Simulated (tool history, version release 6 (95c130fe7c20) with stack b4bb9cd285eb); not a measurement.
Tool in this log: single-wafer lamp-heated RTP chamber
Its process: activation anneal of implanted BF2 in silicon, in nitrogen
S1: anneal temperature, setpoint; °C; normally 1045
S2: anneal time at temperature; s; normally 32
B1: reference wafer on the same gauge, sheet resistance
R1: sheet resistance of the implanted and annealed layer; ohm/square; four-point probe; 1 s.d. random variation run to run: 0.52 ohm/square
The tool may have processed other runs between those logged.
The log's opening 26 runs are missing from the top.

{"run": 27, "day": 60.7, "S1": 1067, "S2": 19, "B1": 135.92, "R1": 113.15}
{"run": 28, "day": 61.738, "S1": 1045, "S2": 32, "B1": 135.89, "R1": 119.89}
{"run": 29, "day": 63.812, "S1": 1016, "S2": 14, "B1": 136.05, "R1": 174.21}
{"run": 30, "day": 65.712, "S1": 1034, "S2": 41, "B1": 135.87, "R1": 121.63}
{"day": 67.429, "done": "reflector plate cleaned"}
{"run": 31, "day": 67.45, "S1": 1035, "S2": 27, "B1": 135.9, "R1": 135.53}
{"run": 32, "day": 69.362, "S1": 1021, "S2": 39, "B1": 135.87, "R1": 133.01}
{"run": 33, "day": 71.042, "S1": 1069, "S2": 24, "B1": 136.01, "R1": 105.2}
{"day": 73.029, "done": "pyrometer window cleaned and pyrometer calibrated"}
{"run": 34, "day": 73.279, "S1": 1034, "S2": 27, "B1": 135.89, "R1": 139.97}
{"run": 35, "day": 74.821, "S1": 1045, "S2": 32, "B1": 135.81, "R1": 126.11}
{"run": 36, "day": 76.721, "S1": 1045, "S2": 32, "B1": 135.9, "R1": 124.95}

Here are 4 independent what-if runs from the current tool condition. What would each one return?
{"run": "A", "day": 76.738, "S1": 1072, "S2": 32, "B1": "?", "R1": "?"}
{"run": "B", "day": 76.738, "S1": 1053, "S2": 15, "B1": "?", "R1": "?"}
{"run": "C", "day": 76.738, "S1": 1065, "S2": 32, "B1": "?", "R1": "?"}
{"run": "D", "day": 76.738, "S1": 1033, "S2": 32, "B1": "?", "R1": "?"}

run=A B1=135.66 R1=100.56
run=B B1=135.66 R1=135.18
run=C B1=135.66 R1=106.78
run=D B1=135.66 R1=134
With no hidden state in the tool, these same runs would have given:
run=A R1=103.12
run=B R1=137.92
run=C R1=109.6
run=D R1=136.14
